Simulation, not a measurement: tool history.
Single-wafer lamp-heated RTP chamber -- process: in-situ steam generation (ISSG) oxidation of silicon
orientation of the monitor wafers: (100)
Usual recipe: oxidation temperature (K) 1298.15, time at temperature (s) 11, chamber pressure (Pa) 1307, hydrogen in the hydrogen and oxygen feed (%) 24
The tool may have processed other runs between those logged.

run    day  oxidation temperature (K)  time at temperature (s)  chamber pressure (Pa)  hydrogen in the hydrogen and oxygen feed (%)  wafers since the last listed run  wafers since the last pyrometer calibration  hours since the pressure gauge was zeroed  hours since the hydrogen flow controller was replaced  hours since the gauge calibration  read-back reference wafer on the same gauge, thickness  oxide thickness on the monitor wafer (angstrom)
  1  0.000                    1298.15                       11                   1307                                            24                                 0                                         4002                                     3220.6                                                 4672.3                              139.5                                                   4.705                                            46.79
     0.558  -- gauge calibrated
  2  0.712                    1307.15                       11                   1307                                            24                               157                                         4159                                     3237.7                                                 4689.4                                3.7                                                   4.702                                            48.51
  3  0.967                    1298.15                       11                   1307                                            27                                56                                         4216                                     3243.8                                                 4695.5                                9.8                                                   4.712                                            48.12
  4  1.433                    1298.15                       11                   1307                                            27                               103                                         4319                                     3255.0                                                 4706.7                               21.0                                                   4.705                                            48.16
  5  2.117                    1287.15                       11                   1187                                            24                               151                                         4470                                     3271.4                                                 4723.1                               37.4                                                   4.710                                            45.46
  6  2.525                    1287.15                       11                   1187                                            24                                90                                         4560                                     3281.2                                                 4732.9                               47.2                                                   4.706                                            45.48
  7  2.962                    1298.15                       11                   1307                                            19                                96                                         4657                                     3291.7                                                 4743.4                               57.7                                                   4.710                                            44.44
  8  3.629                    1298.15                       11                   1307                                            32                               147                                         4805                                     3307.7                                                 4759.4                               73.7                                                   4.708                                            50.44
  9  3.879                    1290.15                        8                   1307                                            24                                55                                         4860                                     3313.7                                                 4765.4                               79.7                                                   4.710                                            39.24
     5.725  -- pyrometer window cleaned and pyrometer calibrated
 10  6.079                    1298.15                       11                   1307                                            24                               413                                           78                                     3366.5                                                 4818.2                              132.5                                                   4.714                                            45.23
     6.704  -- hydrogen flow controller replaced
 11  6.725                    1298.15                        9                   1307                                            24                                69                                          147                                     3382.0                                                    0.5                              148.0                                                   4.711                                            41.40
 12  7.429                    1316.15                       11                   1307                                            24                               155                                          303                                     3398.9                                                   17.4                              164.9                                                   4.712                                            49.03
     8.000  -- pressure gauge zeroed
 13  8.083                    1283.15                        8                   1133                                            24                                71                                          374                                        2.0                                                   33.1                              180.6                                                   4.707                                            38.10
     8.204  -- gauge calibrated
 14  9.708                    1298.15                       11                   1360                                            24                               359                                          734                                       41.0                                                   72.1                               36.1                                                   4.712                                            44.98

For run 15, what comes out?
 15  10.458                    1307.15                       11                   1307                                            24                               165                                          900                                       59.0                                                   90.1                               54.1                                                       ?                                                ?

{"run 15": {"read-back reference wafer on the same gauge, thickness": 4.712, "oxide thickness on the monitor wafer (angstrom)": 47.47}}
Had the tool carried no hidden state, the very same run would have given oxide thickness on the monitor wafer (angstrom) 46.94.

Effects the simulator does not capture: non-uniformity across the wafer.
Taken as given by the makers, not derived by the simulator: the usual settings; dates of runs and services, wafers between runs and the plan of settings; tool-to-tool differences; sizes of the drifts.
